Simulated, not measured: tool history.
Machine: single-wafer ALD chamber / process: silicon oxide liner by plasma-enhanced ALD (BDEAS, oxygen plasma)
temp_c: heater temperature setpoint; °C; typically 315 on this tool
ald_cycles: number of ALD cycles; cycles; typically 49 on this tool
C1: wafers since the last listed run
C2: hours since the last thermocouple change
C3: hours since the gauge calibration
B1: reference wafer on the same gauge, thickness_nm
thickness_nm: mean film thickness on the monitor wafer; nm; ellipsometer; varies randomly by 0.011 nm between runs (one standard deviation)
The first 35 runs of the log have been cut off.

run 36 hour=2578.5 | temp_c=323 ald_cycles=40 | C1=347 C2=485.2 C3=1545.6 | B1=3.942 | thickness_nm=3.676
run 37 hour=2661.0 | temp_c=315 ald_cycles=49 | C1=474 C2=567.7 C3=1628.1 | B1=3.939 | thickness_nm=4.553
run 38 hour=2737.8 | temp_c=323 ald_cycles=53 | C1=441 C2=644.5 C3=1704.9 | B1=3.938 | thickness_nm=4.852
run 39 hour=2797.1 | temp_c=309 ald_cycles=49 | C1=341 C2=703.8 C3=1764.2 | B1=3.945 | thickness_nm=4.605
run 40 hour=2864.1 | temp_c=315 ald_cycles=58 | C1=385 C2=770.8 C3=1831.2 | B1=3.941 | thickness_nm=5.370
run 41 hour=2969.4 | temp_c=315 ald_cycles=49 | C1=605 C2=876.1 C3=1936.5 | B1=3.940 | thickness_nm=4.554
-- hour=3118.8 gauge calibrated
run 42 hour=3236.7 | temp_c=315 ald_cycles=43 | C1=1537 C2=1143.4 C3=117.9 | B1=3.937 | thickness_nm=3.984
run 43 hour=3314.7 | temp_c=300 ald_cycles=45 | C1=448 C2=1221.4 C3=195.9 | B1=3.941 | thickness_nm=4.314
run 44 hour=3420.5 | temp_c=310 ald_cycles=49 | C1=608 C2=1327.2 C3=301.7 | B1=3.938 | thickness_nm=4.594
run 45 hour=3519.7 | temp_c=323 ald_cycles=54 | C1=570 C2=1426.4 C3=400.9 | B1=3.940 | thickness_nm=4.975
run 46 hour=3615.8 | temp_c=320 ald_cycles=57 | C1=552 C2=1522.5 C3=497.0 | B1=3.941 | thickness_nm=5.255

Forecast each of these 5 alternatives for the next run:
run A hour=3616.3 | temp_c=315 ald_cycles=49 | C1=2 C2=1523.0 C3=497.5 | B1=? | thickness_nm=?
run B hour=3616.3 | temp_c=330 ald_cycles=44 | C1=2 C2=1523.0 C3=497.5 | B1=? | thickness_nm=?
run C hour=3616.3 | temp_c=306 ald_cycles=40 | C1=2 C2=1523.0 C3=497.5 | B1=? | thickness_nm=?
run D hour=3616.3 | temp_c=320 ald_cycles=49 | C1=2 C2=1523.0 C3=497.5 | B1=? | thickness_nm=?
run E hour=3616.3 | temp_c=327 ald_cycles=49 | C1=2 C2=1523.0 C3=497.5 | B1=? | thickness_nm=?

run=A B1=3.942 thickness_nm=4.556
run=B B1=3.942 thickness_nm=3.992
run=C B1=3.942 thickness_nm=3.774
run=D B1=3.942 thickness_nm=4.519
run=E B1=3.942 thickness_nm=4.467
With the hidden condition removed and each run's random variation left untouched, the same runs would have given:
run=A thickness_nm=4.539
run=B thickness_nm=3.976
run=C thickness_nm=3.760
run=D thickness_nm=4.502
run=E thickness_nm=4.450
